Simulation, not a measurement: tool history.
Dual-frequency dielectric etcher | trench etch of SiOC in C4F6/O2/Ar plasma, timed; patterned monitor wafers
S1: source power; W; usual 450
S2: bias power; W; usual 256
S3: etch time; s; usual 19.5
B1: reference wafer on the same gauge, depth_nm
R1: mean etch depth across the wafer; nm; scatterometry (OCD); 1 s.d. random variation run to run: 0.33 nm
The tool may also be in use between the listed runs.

run	hour	S1	S2	S3	B1	R1
1	0.0	450	256	19.5	51.88	46.93
# hour 65.4: wet clean of the chamber
2	65.9	450	256	19.5	51.65	46.80
3	101.2	450	256	19.5	51.71	46.40
4	181.4	450	256	19.5	51.46	47.00
5	277.3	450	256	19.5	51.56	46.44
# hour 350.6: bias power generator calibrated
# hour 370.9: upper electrode replaced
6	473.6	380	256	19.5	51.45	43.63
7	562.4	400	218	19.5	51.29	42.09
8	777.6	350	256	19.5	51.22	42.90
# hour 801.9: wet clean of the chamber
9	842.6	450	256	19.5	51.39	46.82
# hour 944.3: gauge calibrated
10	946.0	390	223	17.0	53.64	38.65
11	1046.9	520	256	15.0	53.09	38.97
12	1118.8	450	230	19.5	53.05	46.27
13	1157.5	400	218	19.5	52.79	43.34
14	1199.1	450	282	19.5	52.87	49.48
15	1242.6	450	256	19.5	52.66	48.19
# hour 1304.6: source power generator calibrated
16	1323.8	450	291	23.0	52.37	58.64
17	1374.8	420	292	22.5	52.29	55.76
# hour 1403.8: wet clean of the chamber
18	1481.1	450	204	19.5	52.10	43.36
19	1585.8	510	256	16.0	52.06	40.19
20	1645.7	530	256	15.0	51.85	38.33
21	1698.5	450	319	19.5	51.60	49.95
22	1735.6	450	256	19.5	51.81	46.35
23	1801.2	450	196	23.0	51.66	49.68
24	1838.6	480	256	19.5	51.45	47.67
25	1887.5	450	256	19.5	51.45	47.45
26	1959.7	340	229	22.0	51.39	45.66
# hour 2094.9: wet clean of the chamber
27	2211.6	510	293	23.5	51.38	60.86
28	2273.6	450	236	17.0	51.20	39.36

Consider 5 possible next runs. They are alternatives, not a sequence: every one starts from the tool as it was left by run 28. What does each give?
A	2274.0	450	256	16.5	?	?
B	2274.0	540	256	19.5	?	?
C	2274.0	360	234	18.0	?	?
D	2274.0	490	199	19.5	?	?
E	2274.0	450	319	23.0	?	?

run	B1	R1
A	51.24	38.80
B	51.24	48.82
C	51.24	38.01
D	51.24	43.17
E	51.24	58.63
Without the tool's unlogged condition, the same runs would have read:
run	R1
A	41.16
B	51.79
C	40.32
D	45.80
E	62.20
